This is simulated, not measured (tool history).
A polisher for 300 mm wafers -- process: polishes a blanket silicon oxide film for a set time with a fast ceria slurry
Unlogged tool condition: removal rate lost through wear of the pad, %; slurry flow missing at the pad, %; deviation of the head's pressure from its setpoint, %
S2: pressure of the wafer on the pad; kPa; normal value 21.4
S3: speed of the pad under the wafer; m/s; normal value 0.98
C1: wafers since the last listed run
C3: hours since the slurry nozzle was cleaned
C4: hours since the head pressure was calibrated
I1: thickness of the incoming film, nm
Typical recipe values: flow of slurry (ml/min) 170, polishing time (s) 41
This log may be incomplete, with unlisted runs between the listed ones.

run 1 hour=0.0 | flow_of_slurry_(ml/min)=170 S2=21.4 S3=0.98 polishing_time_(s)=41 | C1=0 wafers_polished_on_this_pad=712 C3=739.8 C4=676.9 | I1=1993.4 | film_removed_(angstrom)=8245
run 2 hour=6.0 | flow_of_slurry_(ml/min)=170 S2=21.4 S3=1.16 polishing_time_(s)=41 | C1=61 wafers_polished_on_this_pad=773 C3=745.8 C4=682.9 | I1=2006.5 | film_removed_(angstrom)=8826
run 3 hour=14.0 | flow_of_slurry_(ml/min)=170 S2=21.4 S3=1.16 polishing_time_(s)=41 | C1=82 wafers_polished_on_this_pad=855 C3=753.8 C4=690.9 | I1=2003.8 | film_removed_(angstrom)=8824
run 4 hour=25.0 | flow_of_slurry_(ml/min)=170 S2=21.4 S3=0.98 polishing_time_(s)=41 | C1=112 wafers_polished_on_this_pad=968 C3=764.8 C4=701.9 | I1=1982.4 | film_removed_(angstrom)=7688
run 5 hour=38.7 | flow_of_slurry_(ml/min)=170 S2=21.4 S3=0.98 polishing_time_(s)=41 | C1=140 wafers_polished_on_this_pad=1109 C3=778.5 C4=715.6 | I1=1982.8 | film_removed_(angstrom)=7555
-- hour=54.1 worn pad replaced by a new one
run 6 hour=54.6 | flow_of_slurry_(ml/min)=170 S2=21.4 S3=0.98 polishing_time_(s)=41 | C1=122 wafers_polished_on_this_pad=5 C3=794.4 C4=731.5 | I1=1988.2 | film_removed_(angstrom)=8396
run 7 hour=58.9 | flow_of_slurry_(ml/min)=170 S2=21.4 S3=0.98 polishing_time_(s)=41 | C1=44 wafers_polished_on_this_pad=49 C3=798.7 C4=735.8 | I1=2012.5 | film_removed_(angstrom)=8336
run 8 hour=71.0 | flow_of_slurry_(ml/min)=170 S2=21.4 S3=0.98 polishing_time_(s)=41 | C1=124 wafers_polished_on_this_pad=173 C3=810.8 C4=747.9 | I1=2025.3 | film_removed_(angstrom)=8421
run 9 hour=79.8 | flow_of_slurry_(ml/min)=170 S2=21.4 S3=0.98 polishing_time_(s)=41 | C1=90 wafers_polished_on_this_pad=263 C3=819.6 C4=756.7 | I1=2013.4 | film_removed_(angstrom)=8195
run 10 hour=92.5 | flow_of_slurry_(ml/min)=190 S2=21.4 S3=0.98 polishing_time_(s)=41 | C1=130 wafers_polished_on_this_pad=394 C3=832.3 C4=769.4 | I1=2054.4 | film_removed_(angstrom)=8318
run 11 hour=109.1 | flow_of_slurry_(ml/min)=150 S2=21.4 S3=0.98 polishing_time_(s)=41 | C1=170 wafers_polished_on_this_pad=564 C3=848.9 C4=786.0 | I1=2008.7 | film_removed_(angstrom)=7816
run 12 hour=117.4 | flow_of_slurry_(ml/min)=150 S2=21.4 S3=0.98 polishing_time_(s)=41 | C1=85 wafers_polished_on_this_pad=649 C3=857.2 C4=794.3 | I1=2028.7 | film_removed_(angstrom)=8031
-- hour=146.4 slurry nozzle cleaned
-- hour=149.3 worn pad replaced by a new one
run 13 hour=160.1 | flow_of_slurry_(ml/min)=150 S2=21.4 S3=0.98 polishing_time_(s)=41 | C1=397 wafers_polished_on_this_pad=110 C3=13.7 C4=837.0 | I1=2025.6 | film_removed_(angstrom)=8438
run 14 hour=177.3 | flow_of_slurry_(ml/min)=170 S2=21.4 S3=0.98 polishing_time_(s)=41 | C1=176 wafers_polished_on_this_pad=287 C3=30.9 C4=854.2 | I1=2005.3 | film_removed_(angstrom)=8758
run 15 hour=187.9 | flow_of_slurry_(ml/min)=170 S2=21.4 S3=0.98 polishing_time_(s)=41 | C1=108 wafers_polished_on_this_pad=395 C3=41.5 C4=864.8 | I1=2024.1 | film_removed_(angstrom)=8334
run 16 hour=201.9 | flow_of_slurry_(ml/min)=170 S2=21.4 S3=0.98 polishing_time_(s)=41 | C1=143 wafers_polished_on_this_pad=539 C3=55.5 C4=878.8 | I1=2008.7 | film_removed_(angstrom)=8358
run 17 hour=213.2 | flow_of_slurry_(ml/min)=135 S2=15.9 S3=1.08 polishing_time_(s)=37 | C1=116 wafers_polished_on_this_pad=655 C3=66.8 C4=890.1 | I1=2024.5 | film_removed_(angstrom)=6308
run 18 hour=220.4 | flow_of_slurry_(ml/min)=200 S2=21.4 S3=0.98 polishing_time_(s)=51 | C1=73 wafers_polished_on_this_pad=729 C3=74.0 C4=897.3 | I1=2037.9 | film_removed_(angstrom)=10337
run 19 hour=234.9 | flow_of_slurry_(ml/min)=170 S2=21.4 S3=0.98 polishing_time_(s)=41 | C1=148 wafers_polished_on_this_pad=878 C3=88.5 C4=911.8 | I1=2016.6 | film_removed_(angstrom)=7880
run 20 hour=247.3 | flow_of_slurry_(ml/min)=115 S2=24.8 S3=0.98 polishing_time_(s)=27 | C1=127 wafers_polished_on_this_pad=1005 C3=100.9 C4=924.2 | I1=2001.0 | film_removed_(angstrom)=5236
run 21 hour=253.5 | flow_of_slurry_(ml/min)=170 S2=21.4 S3=1.30 polishing_time_(s)=51 | C1=63 wafers_polished_on_this_pad=1069 C3=107.1 C4=930.4 | I1=2007.9 | film_removed_(angstrom)=11658
-- hour=257.7 worn pad replaced by a new one
run 22 hour=270.9 | flow_of_slurry_(ml/min)=170 S2=21.4 S3=0.98 polishing_time_(s)=31 | C1=137 wafers_polished_on_this_pad=135 C3=124.5 C4=947.8 | I1=2056.9 | film_removed_(angstrom)=6255
run 23 hour=278.7 | flow_of_slurry_(ml/min)=130 S2=14.5 S3=0.98 polishing_time_(s)=52 | C1=80 wafers_polished_on_this_pad=216 C3=132.3 C4=955.6 | I1=2053.8 | film_removed_(angstrom)=8062
run 24 hour=296.1 | flow_of_slurry_(ml/min)=170 S2=19.3 S3=1.26 polishing_time_(s)=45 | C1=178 wafers_polished_on_this_pad=394 C3=149.7 C4=973.0 | I1=2039.2 | film_removed_(angstrom)=10366
run 25 hour=311.5 | flow_of_slurry_(ml/min)=170 S2=21.4 S3=0.98 polishing_time_(s)=33 | C1=158 wafers_polished_on_this_pad=552 C3=165.1 C4=988.4 | I1=2044.2 | film_removed_(angstrom)=6818
-- hour=313.7 head pressure recalibrated
run 26 hour=325.5 | flow_of_slurry_(ml/min)=130 S2=21.4 S3=0.98 polishing_time_(s)=48 | C1=123 wafers_polished_on_this_pad=675 C3=179.1 C4=11.8 | I1=1996.0 | film_removed_(angstrom)=8970
run 27 hour=333.4 | flow_of_slurry_(ml/min)=120 S2=21.4 S3=0.98 polishing_time_(s)=48 | C1=81 wafers_polished_on_this_pad=757 C3=187.0 C4=19.7 | I1=2043.1 | film_removed_(angstrom)=8654
run 28 hour=342.9 | flow_of_slurry_(ml/min)=170 S2=17.2 S3=0.98 polishing_time_(s)=46 | C1=97 wafers_polished_on_this_pad=854 C3=196.5 C4=29.2 | I1=1987.3 | film_removed_(angstrom)=7699
run 29 hour=356.5 | flow_of_slurry_(ml/min)=150 S2=23.4 S3=0.66 polishing_time_(s)=41 | C1=139 wafers_polished_on_this_pad=994 C3=210.1 C4=42.8 | I1=2010.8 | film_removed_(angstrom)=5959
-- hour=363.7 worn pad replaced by a new one
run 30 hour=368.6 | flow_of_slurry_(ml/min)=170 S2=21.4 S3=0.98 polishing_time_(s)=41 | C1=83 wafers_polished_on_this_pad=50 C3=222.2 C4=54.9 | I1=2024.7 | film_removed_(angstrom)=8655
run 31 hour=382.4 | flow_of_slurry_(ml/min)=170 S2=21.4 S3=0.98 polishing_time_(s)=41 | C1=141 wafers_polished_on_this_pad=191 C3=236.0 C4=68.7 | I1=2001.8 | film_removed_(angstrom)=8576
run 32 hour=391.5 | flow_of_slurry_(ml/min)=170 S2=21.4 S3=0.98 polishing_time_(s)=41 | C1=93 wafers_polished_on_this_pad=285 C3=245.1 C4=77.8 | I1=2016.7 | film_removed_(angstrom)=8592
run 33 hour=402.4 | flow_of_slurry_(ml/min)=170 S2=21.4 S3=1.20 polishing_time_(s)=36 | C1=111 wafers_polished_on_this_pad=397 C3=256.0 C4=88.7 | I1=2019.3 | film_removed_(angstrom)=8524
run 34 hour=413.1 | flow_of_slurry_(ml/min)=120 S2=16.5 S3=0.98 polishing_time_(s)=35 | C1=109 wafers_polished_on_this_pad=507 C3=266.7 C4=99.4 | I1=2032.2 | film_removed_(angstrom)=5738
run 35 hour=456.5 | flow_of_slurry_(ml/min)=145 S2=26.9 S3=1.30 polishing_time_(s)=49 | C1=445 wafers_polished_on_this_pad=952 C3=310.1 C4=142.8 | I1=2019.4 | film_removed_(angstrom)=13214
run 36 hour=465.5 | flow_of_slurry_(ml/min)=130 S2=21.4 S3=1.14 polishing_time_(s)=41 | C1=92 wafers_polished_on_this_pad=1045 C3=319.1 C4=151.8 | I1=2024.9 | film_removed_(angstrom)=8097

What was the tool's hidden state at every run in the log?
slurry flow missing at the pad, %: 0 in every run
deviation of the head's pressure from its setpoint, %: 0 in every run
H1: removal rate lost through wear of the pad, %
run=1 H1=6.4
run=2 H1=7.31
run=3 H1=8.63
run=4 H1=10.7
run=5 H1=13.5
run=6 H1=2.97
run=7 H1=2.99
run=8 H1=3.26
run=9 H1=3.65
run=10 H1=4.5
run=11 H1=6.11
run=12 H1=7.13
run=13 H1=0.529
run=14 H1=1.22
run=15 H1=1.95
run=16 H1=3.28
run=17 H1=4.65
run=18 H1=5.66
run=19 H1=8.02
run=20 H1=10.4
run=21 H1=11.7
run=22 H1=1.42
run=23 H1=1.69
run=24 H1=2.77
run=25 H1=4.25
run=26 H1=6.02
run=27 H1=7.2
run=28 H1=8.78
run=29 H1=11.4
run=30 H1=0.324
run=31 H1=0.663
run=32 H1=1.1
run=33 H1=1.86
run=34 H1=2.84
run=35 H1=9.25
run=36 H1=11.1
